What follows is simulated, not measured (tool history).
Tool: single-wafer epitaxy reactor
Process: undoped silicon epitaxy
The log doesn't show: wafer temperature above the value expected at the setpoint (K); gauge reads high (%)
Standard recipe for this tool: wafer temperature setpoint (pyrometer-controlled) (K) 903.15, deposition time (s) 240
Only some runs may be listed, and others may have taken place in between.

| run | day | wafer temperature setpoint (pyrometer-controlled) (K) | deposition time (s) | wafers since the last listed run | hours since the last pyrometer calibration | hours since the gauge calibration | read-back reference wafer on the same gauge, thickness_nm | mean film thickness on the monitor wafer (Å) |
|---|---|---|---|---|---|---|---|---|
| 1 | 0.000 | 897.15 | 240 | 0 | 942.4 | 254.2 | 32.931 | 239.10 |
| 2 | 1.446 | 903.15 | 240 | 171 | 977.1 | 288.9 | 32.880 | 266.76 |
| 3 | 2.688 | 903.15 | 240 | 147 | 1006.9 | 318.7 | 32.890 | 269.10 |
| 4 | 3.496 | 903.15 | 240 | 96 | 1026.3 | 338.1 | 32.897 | 269.57 |
| 5 | 4.583 | 903.15 | 240 | 129 | 1052.4 | 364.2 | 32.878 | 265.84 |
| 6 | 5.933 | 903.15 | 240 | 160 | 1084.8 | 396.6 | 32.924 | 268.07 |
| 7 | 6.621 | 903.15 | 240 | 81 | 1101.3 | 413.1 | 32.906 | 266.14 |
| 8 | 7.529 | 903.15 | 240 | 107 | 1123.1 | 434.9 | 32.933 | 265.80 |
| 9 | 8.921 | 903.15 | 240 | 165 | 1156.5 | 468.3 | 32.894 | 267.15 |
| 10 | 9.971 | 914.15 | 240 | 124 | 1181.7 | 493.5 | 32.928 | 328.52 |
| 11 | 10.996 | 903.15 | 251 | 121 | 1206.3 | 518.1 | 32.899 | 275.58 |
|  | 11.446 | gauge calibrated |
| 12 | 12.150 | 909.15 | 222 | 137 | 1234.0 | 16.9 | 32.912 | 277.53 |
| 13 | 12.767 | 909.15 | 222 | 73 | 1248.8 | 31.7 | 32.902 | 274.91 |
| 14 | 13.308 | 909.15 | 222 | 64 | 1261.8 | 44.7 | 32.919 | 275.69 |
| 15 | 14.433 | 903.15 | 208 | 133 | 1288.8 | 71.7 | 32.893 | 228.03 |
| 16 | 15.300 | 913.15 | 195 | 102 | 1309.6 | 92.5 | 32.899 | 262.18 |
| 17 | 16.438 | 914.15 | 209 | 135 | 1336.9 | 119.8 | 32.858 | 281.38 |
| 18 | 17.229 | 903.15 | 240 | 94 | 1355.9 | 138.8 | 32.837 | 259.28 |
| 19 | 18.717 | 913.15 | 228 | 176 | 1391.6 | 174.5 | 32.949 | 302.61 |
| 20 | 19.875 | 888.15 | 266 | 137 | 1419.4 | 202.3 | 32.912 | 212.33 |
|  | 20.350 | pyrometer calibrated |
| 21 | 21.342 | 899.15 | 240 | 134 | 23.8 | 237.5 | 32.832 | 253.48 |
| 22 | 21.988 | 903.15 | 240 | 76 | 39.3 | 253.0 | 32.908 | 275.93 |
| 23 | 23.142 | 903.15 | 240 | 137 | 67.0 | 280.7 | 32.950 | 274.75 |
| 24 | 24.129 | 914.15 | 228 | 117 | 90.7 | 304.4 | 32.857 | 323.78 |
| 25 | 25.079 | 903.15 | 240 | 112 | 113.5 | 327.2 | 32.948 | 275.30 |
| 26 | 26.396 | 898.15 | 240 | 156 | 145.1 | 358.8 | 32.884 | 251.41 |
| 27 | 27.554 | 903.15 | 284 | 137 | 172.9 | 386.6 | 32.912 | 326.86 |
| 28 | 28.567 | 903.15 | 288 | 120 | 197.2 | 410.9 | 32.842 | 329.99 |
| 29 | 29.983 | 914.15 | 254 | 168 | 231.2 | 444.9 | 32.896 | 365.81 |
| 30 | 30.638 | 908.15 | 206 | 77 | 246.9 | 460.6 | 32.877 | 261.96 |
| 31 | 31.212 | 903.15 | 223 | 68 | 260.7 | 474.4 | 32.925 | 256.12 |

What if the next run were any one of these 3? Each begins from the tool's condition after run 31:
| A | 31.233 | 903.15 | 240 | 2 | 261.2 | 474.9 | ? | ? |
| B | 31.233 | 896.15 | 240 | 2 | 261.2 | 474.9 | ? | ? |
| C | 31.233 | 903.15 | 271 | 2 | 261.2 | 474.9 | ? | ? |

| run | read-back reference wafer on the same gauge, thickness_nm | mean film thickness on the monitor wafer (Å) |
|---|---|---|
| A | 32.867 | 274.34 |
| B | 32.867 | 238.21 |
| C | 32.867 | 309.77 |
Without the tool's unlogged condition, the same runs would have read:
| run | mean film thickness on the monitor wafer (Å) |
|---|---|
| A | 274.79 |
| B | 238.61 |
| C | 310.29 |
